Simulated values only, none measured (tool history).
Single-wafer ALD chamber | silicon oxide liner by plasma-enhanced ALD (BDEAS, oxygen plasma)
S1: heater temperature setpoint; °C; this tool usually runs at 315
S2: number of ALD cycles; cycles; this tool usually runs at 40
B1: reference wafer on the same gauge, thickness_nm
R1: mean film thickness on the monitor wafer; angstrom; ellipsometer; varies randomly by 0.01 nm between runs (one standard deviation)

run,hour,S1,S2,B1,R1
1,0.0,326,44,4.416,43.51
2,104.6,326,44,4.414,43.66
3,210.5,315,40,4.412,40.20
4,353.6,315,40,4.402,40.07
5,431.8,315,40,4.400,40.33
6,530.0,315,40,4.400,39.99
7,609.5,315,40,4.398,40.20
8,716.0,315,40,4.389,39.97
9,752.4,315,40,4.387,40.14
10,835.0,315,40,4.388,40.14
11,874.8,315,40,4.392,40.04
12,978.5,310,43,4.379,43.26
13,1021.2,310,43,4.379,43.21
# hour 1057.1: gauge calibrated
14,1105.1,315,40,4.432,40.52
15,1206.1,304,40,4.427,41.09
16,1245.9,315,46,4.426,46.37
17,1312.1,302,46,4.428,47.22
# hour 1352.9: thermocouple changed; heater temperature recalibrated
18,1354.4,323,33,4.425,32.97
19,1405.2,315,40,4.416,40.33
20,1469.2,328,42,4.424,41.57
21,1554.6,315,33,4.415,33.30
22,1631.1,320,40,4.410,40.17
23,1676.2,307,34,4.412,34.60
24,1729.1,315,40,4.410,40.15

Forecast run 25:
25,1803.4,315,40,?,?

Logged for run 25: B1 4.413, R1 40.31 angstrom.
Had the tool carried no hidden state, the very same run would have given R1 40.57 angstrom.
